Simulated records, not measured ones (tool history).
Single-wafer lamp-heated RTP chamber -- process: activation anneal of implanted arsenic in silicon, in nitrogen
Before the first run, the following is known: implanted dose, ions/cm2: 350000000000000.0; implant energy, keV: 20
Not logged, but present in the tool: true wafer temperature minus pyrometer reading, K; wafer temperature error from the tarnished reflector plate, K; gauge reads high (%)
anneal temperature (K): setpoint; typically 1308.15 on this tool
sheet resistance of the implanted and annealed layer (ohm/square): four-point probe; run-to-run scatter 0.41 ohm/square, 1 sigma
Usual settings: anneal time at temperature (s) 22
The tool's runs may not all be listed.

run    hour  anneal temperature (K)  anneal time at temperature (s)  wafers since the last listed run  wafers since the last pyrometer calibration  wafers since the reflector plate was cleaned  hours since the gauge calibration  read-back reference wafer on the same gauge, sheet resistance  sheet resistance of the implanted and annealed layer (ohm/square)
  1       0                 1308.15                              26                                 0                                         3841                                          2108                               20.6                                                         317.94                                                             264.63
  2    74.7                 1308.15                              22                               563                                         4404                                          2672                               95.3                                                         317.81                                                             265.24
  3   134.3                 1308.15                              18                               449                                         4854                                          3121                              154.9                                                         317.93                                                             267.02
  4   239.1                 1308.15                              18                               790                                         5644                                          3912                              259.7                                                            318                                                             266.83
  5   282.9                 1308.15                              22                               330                                         5975                                          4242                              303.5                                                         317.93                                                             265.84
  6   333.3                 1308.15                              22                               380                                         6355                                          4622                              353.9                                                          318.1                                                             265.71
  7   374.1                 1324.15                              22                               307                                         6663                                          4930                              394.7                                                         318.08                                                             261.84
  8   415.3                 1308.15                              22                               310                                         6973                                          5241                              435.9                                                         317.94                                                             265.17
      494.7  -- pyrometer window cleaned and pyrometer calibrated
  9   509.1                 1308.15                              22                               647                                          108                                          5888                              529.7                                                         317.86                                                             267.46
 10   560.5                 1308.15                              22                               387                                          496                                          6276                              581.1                                                         318.08                                                             267.09
 11   598.7                 1308.15                              22                               288                                          784                                          6564                              619.3                                                         317.96                                                             267.22
      679.7  -- reflector plate cleaned
 12   682.6                 1285.15                              22                               572                                         1356                                            21                              703.2                                                         318.09                                                             269.85
 13   790.2                 1308.15                              22                               811                                         2168                                           833                              810.8                                                         317.88                                                             267.18
 14   835.2                 1308.15                              22                               339                                         2508                                          1173                              855.8                                                         318.15                                                             267.01
 15   877.3                 1308.15                              22                               317                                         2825                                          1490                              897.9                                                         318.07                                                             266.92
 16   918.5                 1308.15                              13                               310                                         3136                                          1801                              939.1                                                         317.97                                                             270.16
 17   981.4                 1308.15                              13                               474                                         3610                                          2275                               1002                                                         317.89                                                             270.35
 18  1084.6                 1308.15                              22                               778                                         4389                                          3054                             1105.2                                                         317.96                                                             266.28
 19  1163.1                 1281.15                              18                               592                                         4981                                          3646                             1183.7                                                         317.91                                                             271.69
 20  1266.7                 1287.15                              13                               781                                         5762                                          4427                             1287.3                                                         318.01                                                             271.94
 21  1373.6                 1316.15                              22                               806                                         6569                                          5234                             1394.2                                                         318.16                                                             264.37
     1408.8  -- pyrometer window cleaned and pyrometer calibrated
 22  1448.3                 1281.15                              30                               503                                          297                                          5737                             1468.9                                                         317.86                                                             268.73
     1487.6  -- reflector plate cleaned
 23  1541.6                 1323.15                              22                               643                                          941                                           407                             1562.2                                                         318.08                                                             264.37
 24  1589.1                 1308.15                              22                               358                                         1299                                           765                             1609.7                                                         318.09                                                             266.55
 25  1671.8                 1308.15                              22                               623                                         1923                                          1389                             1692.4                                                         317.97                                                             266.28
       1697  -- gauge calibrated
 26    1747                 1308.15                              27                               567                                         2490                                          1957                                 50                                                         318.29                                                             264.91
 27  1830.1                 1308.15                              22                               626                                         3117                                          2583                              133.1                                                         317.97                                                             265.93

Predict the results of run 28:
 28  2061.8                 1324.15                               9                              1747                                         4865                                          4331                              364.8                                                              ?                                                                  ?

read-back reference wafer on the same gauge, sheet resistance: 318.27
sheet resistance of the implanted and annealed layer (ohm/square): 269.75
The same run, on a tool lacking any hidden state, would have yielded sheet resistance of the implanted and annealed layer (ohm/square) 271.02.

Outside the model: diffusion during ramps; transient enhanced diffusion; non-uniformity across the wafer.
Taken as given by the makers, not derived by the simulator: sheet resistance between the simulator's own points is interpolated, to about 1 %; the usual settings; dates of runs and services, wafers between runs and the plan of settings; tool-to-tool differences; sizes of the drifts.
